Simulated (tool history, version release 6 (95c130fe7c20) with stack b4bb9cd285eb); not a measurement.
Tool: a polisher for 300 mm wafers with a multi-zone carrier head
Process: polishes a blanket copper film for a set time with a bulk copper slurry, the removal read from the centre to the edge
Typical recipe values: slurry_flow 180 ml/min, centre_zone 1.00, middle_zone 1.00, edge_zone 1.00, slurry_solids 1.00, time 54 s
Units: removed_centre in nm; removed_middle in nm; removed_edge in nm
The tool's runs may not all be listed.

run    hour  slurry_flow  centre_zone  middle_zone  edge_zone  slurry_solids  time  wafers since the last listed run  wafers polished on this pad  hours since the slurry nozzle was cleaned  hours since the centre zone pressure was calibrated  hours since the edge zone pressure was calibrated  hours since the carrier head's membrane was replaced  incoming thickness of the incoming film, nm  removed_centre  removed_middle  removed_edge
  1     0.0          180         0.96         1.00       1.00           1.00    54                                 0                          122                                      504.5                                                 83.7                                              467.2                                                 740.1                                       2210.2           795.0           841.7         823.4
  2    36.7          180         1.00         1.00       1.00           1.00    54                               411                          534                                      541.2                                                120.4                                              503.9                                                 776.8                                       2209.1           828.1           819.5         825.4
  3    75.7          180         1.00         1.00       1.00           1.00    54                               437                          971                                      580.2                                                159.4                                              542.9                                                 815.8                                       2191.5           822.9           826.7         853.0
  4   129.1          180         1.00         1.00       1.00           1.00    54                               598                         1570                                      633.6                                                212.8                                              596.3                                                 869.2                                       2177.7           819.0           823.1         832.4
      152.1  -- edge zone pressure recalibrated
      216.4  -- slurry nozzle cleaned
  5   225.2          180         1.00         1.00       1.00           1.00    54                              1043                         2613                                        8.8                                                308.9                                               73.1                                                 965.3                                       2215.5           814.9           820.0         840.1
      319.6  -- centre zone pressure recalibrated
  6   330.3          180         1.00         1.00       1.00           1.00    54                              1155                         3769                                      113.9                                                 10.7                                              178.2                                                1070.4                                       2187.1           903.6           817.0         817.6
      363.8  -- worn pad replaced by a new one
  7   409.8          180         1.00         1.00       1.00           1.00    54                               846                          516                                      193.4                                                 90.2                                              257.7                                                1149.9                                       2195.5           875.4           833.9         831.6
  8   517.4          180         1.00         1.00       0.91           1.00    54                              1206                         1722                                      301.0                                                197.8                                              365.3                                                1257.5                                       2180.4           872.3           828.1         801.3
  9   564.2          115         1.00         1.00       1.00           1.10    54                               524                         2247                                      347.8                                                244.6                                              412.1                                                1304.3                                       2211.5           793.9           757.5         783.8
 10   640.7          180         1.00         0.97       1.11           0.70    47                               857                         3104                                      424.3                                                321.1                                              488.6                                                1380.8                                       2171.6           711.3           665.8         723.1
      693.4  -- edge zone pressure recalibrated
 11   741.3          180         1.00         1.00       1.00           1.00    54                              1105                         4210                                      524.9                                                421.7                                               47.9                                                1481.4                                       2203.2           854.0           816.2         838.4
      765.4  -- centre zone pressure recalibrated, repeated, since the last time left the tool worse
 12   793.4          245         1.00         0.91       1.00           1.10    54                               561                         4771                                      577.0                                                 28.0                                              100.0                                                1533.5                                       2204.7           893.6           822.0         872.6
      811.2  -- worn pad replaced by a new one
 13   842.9          160         1.00         1.08       1.00           1.00    38                               510                          355                                      626.5                                                 77.5                                              149.5                                                1583.0                                       2179.2           574.3           602.9         594.3
      905.2  -- slurry nozzle cleaned
      912.5  -- carrier head's membrane replaced by a new one
 14   949.7          180         1.00         1.00       1.00           1.00    54                              1130                         1486                                       44.5                                                184.3                                              256.3                                                  37.2                                       2178.1           840.3           828.2         827.3
 15  1049.6          125         1.00         1.04       1.00           0.90    48                              1120                         2606                                      144.4                                                284.2                                              356.2                                                 137.1                                       2199.9           630.5           695.4         673.4
 16  1147.7          180         1.00         0.90       1.00           1.00    54                              1099                         3705                                      242.5                                                382.3                                              454.3                                                 235.2                                       2233.2           803.8           777.9         828.1
     1164.4  -- edge zone pressure recalibrated
     1188.7  -- centre zone pressure recalibrated
     1194.7  -- worn pad replaced by a new one
 17  1214.5          215         0.96         1.00       1.00           0.90    63                               659                          222                                      309.3                                                 25.8                                               50.1                                                 302.0                                       2183.0           940.6           982.8         998.5
 18  1309.9          140         1.00         1.00       1.00           1.25    54                              1069                         1291                                      404.7                                                121.2                                              145.5                                                 397.4                                       2185.0           806.4           811.3         831.8
 19  1412.2          235         0.93         1.00       1.00           1.15    63                              1146                         2438                                      507.0                                                223.5                                              247.8                                                 499.7                                       2174.8           972.2          1029.0         992.8
 20  1471.8          180         1.00         1.00       1.00           1.00    54                               668                         3106                                      566.6                                                283.1                                              307.4                                                 559.3                                       2163.2           791.4           831.8         843.8
 21  1552.0          180         1.04         0.92       1.00           1.00    54                               899                         4006                                      646.8                                                363.3                                              387.6                                                 639.5                                       2198.8           823.4           793.8         847.1
     1583.8  -- slurry nozzle cleaned
 22  1610.8          180         1.00         1.00       1.00           1.00    54                               648                         4654                                       27.0                                                422.1                                              446.4                                                 698.3                                       2188.2           786.3           833.5         846.5

Forecast each of these 3 alternatives for the next run:
  A  1611.2          180         1.00         1.00       1.00           1.00    54                                 4                         4658                                       27.4                                                422.5                                              446.8                                                 698.7                                       2240.0               ?               ?             ?
  B  1611.2          165         1.00         0.89       0.91           1.15    54                                 4                         4658                                       27.4                                                422.5                                              446.8                                                 698.7                                       2240.0               ?               ?             ?
  C  1611.2          180         1.00         1.00       1.00           0.90    54                                 4                         4658                                       27.4                                                422.5                                              446.8                                                 698.7                                       2240.0               ?               ?             ?

run  removed_centre  removed_middle  removed_edge
  A           798.2           832.9         847.7
  B           801.3           779.9         827.5
  C           785.3           819.4         834.0
Stripped of hidden state, with their random variation kept, the same runs would have yielded:
run  removed_centre  removed_middle  removed_edge
  A           838.8           832.6         847.7
  B           842.1           779.7         827.5
  C           825.3           819.2         834.0
